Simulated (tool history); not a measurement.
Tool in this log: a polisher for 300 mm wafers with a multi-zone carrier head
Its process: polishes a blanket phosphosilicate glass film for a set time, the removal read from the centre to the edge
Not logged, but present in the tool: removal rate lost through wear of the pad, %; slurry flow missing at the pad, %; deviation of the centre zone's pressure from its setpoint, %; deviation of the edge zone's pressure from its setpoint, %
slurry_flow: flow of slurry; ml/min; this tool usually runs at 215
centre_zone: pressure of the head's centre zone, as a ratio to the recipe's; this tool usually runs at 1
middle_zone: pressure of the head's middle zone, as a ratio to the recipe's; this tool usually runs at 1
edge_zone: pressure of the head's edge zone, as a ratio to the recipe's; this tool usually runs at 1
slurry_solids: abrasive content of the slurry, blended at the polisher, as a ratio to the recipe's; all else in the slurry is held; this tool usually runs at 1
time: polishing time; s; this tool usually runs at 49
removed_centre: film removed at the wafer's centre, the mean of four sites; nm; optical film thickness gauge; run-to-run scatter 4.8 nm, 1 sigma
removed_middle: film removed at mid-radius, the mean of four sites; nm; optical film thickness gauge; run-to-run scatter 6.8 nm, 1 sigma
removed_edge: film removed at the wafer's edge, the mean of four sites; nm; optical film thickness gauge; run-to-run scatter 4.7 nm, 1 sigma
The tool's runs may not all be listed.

run,hour,slurry_flow,centre_zone,middle_zone,edge_zone,slurry_solids,time,wafers since the last listed run,wafers polished on this pad,hours since the slurry nozzle was cleaned,hours since the centre zone pressure was calibrated,hours since the edge zone pressure was calibrated,hours since the carrier head's membrane was replaced,"incoming thickness of the incoming film, nm",removed_centre,removed_middle,removed_edge
1,0,215,1,1,1,1,49,0,184,500.2,826.9,334.5,312.4,3173.9,559,555.7,564.1
2,104.8,215,1,1,1,1,49,584,769,605,931.7,439.3,417.2,3154.2,559.7,562.8,550.3
3,197.3,215,1,1,1,1,49,515,1284,697.5,1024.2,531.8,509.7,3186.7,550.9,552.3,541.7
# hour 200.4: centre zone pressure recalibrated
# hour 254.1: slurry nozzle cleaned
4,270.7,215,1,1,1,1,49,392,1677,16.6,70.3,605.2,583.1,3184.1,560,547.1,552.4
# hour 421.6: worn pad replaced by a new one
5,564.6,215,1,1,1,1,49,1616,797,310.5,364.2,899.1,877,3160.7,550.4,560.3,553.3
6,606.8,215,1,1,1,1,39,235,1032,352.7,406.4,941.3,919.2,3156.9,450.3,444.7,434.1
7,668.3,215,1,1,0.94,1.15,49,342,1375,414.2,467.9,1002.8,980.7,3186.3,594.5,586.8,577.8
8,740,215,1,1,1,1,49,399,1775,485.9,539.6,1074.5,1052.4,3213.9,562.3,547,541
9,818,260,1.12,1,1,0.75,61,434,2210,563.9,617.6,1152.5,1130.4,3201.4,702.2,593.6,587.8
10,857.8,260,1,1,1,0.75,49,221,2432,603.7,657.4,1192.3,1170.2,3221.8,482.2,469.1,472.3
# hour 914.3: worn pad replaced by a new one
11,932.4,235,1.1,1,1,1,49,393,100,678.3,732,1266.9,1244.8,3171.8,655.5,565.9,562
# hour 946.1: slurry nozzle cleaned
12,1020.5,215,0.94,1,1,1,49,485,586,74.4,820.1,1355,1332.9,3145.7,511.2,550,553.8
13,1081.8,215,1,1,1.05,1,49,341,928,135.7,881.4,1416.3,1394.2,3114.4,563.3,549.7,564.5
# hour 1119.7: carrier head's membrane replaced by a new one
14,1128.1,215,1,1,1,1,49,230,1158,182,927.7,1462.6,8.4,3129.8,550.3,550,551.3
# hour 1134: edge zone pressure recalibrated
15,1206.9,215,1,1,1,0.9,49,428,1586,260.8,1006.5,72.9,87.2,3221,526.8,517.4,519.1
# hour 1231.7: centre zone pressure recalibrated
16,1313.8,215,1,1,1,1,49,584,2171,367.7,82.1,179.8,194.1,3139.6,551.8,537.3,540.6
17,1360.5,240,0.96,1,1,0.8,49,260,2431,414.4,128.8,226.5,240.8,3216.4,464.4,477.5,485.2
# hour 1412.2: worn pad replaced by a new one
18,1449.5,245,1,1.04,1,1,49,473,207,503.4,217.8,315.5,329.8,3164.9,570.5,591.9,566.9
19,1491.7,215,1,1.05,0.94,1,49,235,443,545.6,260,357.7,372,3200.8,555.6,584.5,552.4
20,1547.1,145,0.97,1.12,0.92,1,49,308,752,601,315.4,413.1,427.4,3184.5,501.9,596.5,520.6
# hour 1578.8: slurry nozzle cleaned
21,1638.6,215,1,1,0.94,1,49,504,1256,59.8,406.9,504.6,518.9,3163.9,553.1,547.2,544.1
22,1745.5,215,1,0.94,1,1,38,596,1852,166.7,513.8,611.5,625.8,3221.1,430.1,413.9,425

Alternative continuations, all from the tool just after run 22; predict every row:
A,1745.9,215,1,1,1,1,49,2,1854,167.1,514.2,611.9,626.2,3151.8,?,?,?
B,1745.9,215,1,0.92,1,0.9,59,2,1854,167.1,514.2,611.9,626.2,3151.8,?,?,?
C,1745.9,215,1.04,1,1,1.25,33,2,1854,167.1,514.2,611.9,626.2,3151.8,?,?,?

run,removed_centre,removed_middle,removed_edge
A,545.1,546.2,548.1
B,622.9,582,627.3
C,428.9,406,407.5
With the hidden condition removed and each run's random variation left untouched, the same runs would have given:
run,removed_centre,removed_middle,removed_edge
A,559.8,561,562.8
B,639.7,597.7,644.2
C,440.5,417,418.5
